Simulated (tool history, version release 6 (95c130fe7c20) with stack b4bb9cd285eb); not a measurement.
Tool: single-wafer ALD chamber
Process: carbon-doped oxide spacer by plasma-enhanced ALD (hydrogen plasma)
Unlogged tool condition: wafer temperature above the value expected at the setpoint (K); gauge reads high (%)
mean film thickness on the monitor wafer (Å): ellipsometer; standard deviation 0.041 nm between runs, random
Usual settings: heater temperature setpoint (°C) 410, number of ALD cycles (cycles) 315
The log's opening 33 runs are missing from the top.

run	day	heater temperature setpoint (°C)	number of ALD cycles (cycles)	wafers since the last listed run	hours since the last thermocouple change	hours since the gauge calibration	read-back reference wafer on the same gauge, thickness_nm	mean film thickness on the monitor wafer (Å)
# day 23.225: gauge calibrated
34	23.708	416	315	57	267.1	11.6	17.687	145.80
35	24.238	410	315	13	279.8	24.3	17.700	149.09
36	24.521	424	286	7	286.6	31.1	17.690	128.31
37	24.950	410	351	11	296.9	41.4	17.701	166.16
38	25.346	418	349	10	306.4	50.9	17.678	160.40
39	25.808	401	315	11	317.5	62.0	17.700	152.61
40	26.067	410	338	6	323.7	68.2	17.683	159.86
41	26.396	410	315	8	331.6	76.1	17.723	147.81
42	26.896	403	343	12	343.6	88.1	17.676	165.89
43	27.162	399	268	6	350.0	94.5	17.676	130.58

The next listed run, before its measurement:
44	27.829	424	333	17	366.0	110.5	?	?

Run 44 came out at read-back reference wafer on the same gauge, thickness_nm 17.719, mean film thickness on the monitor wafer (Å) 150.12.
With the hidden condition absent and the run-to-run variation left alone, this run would have shown mean film thickness on the monitor wafer (Å) 149.44.
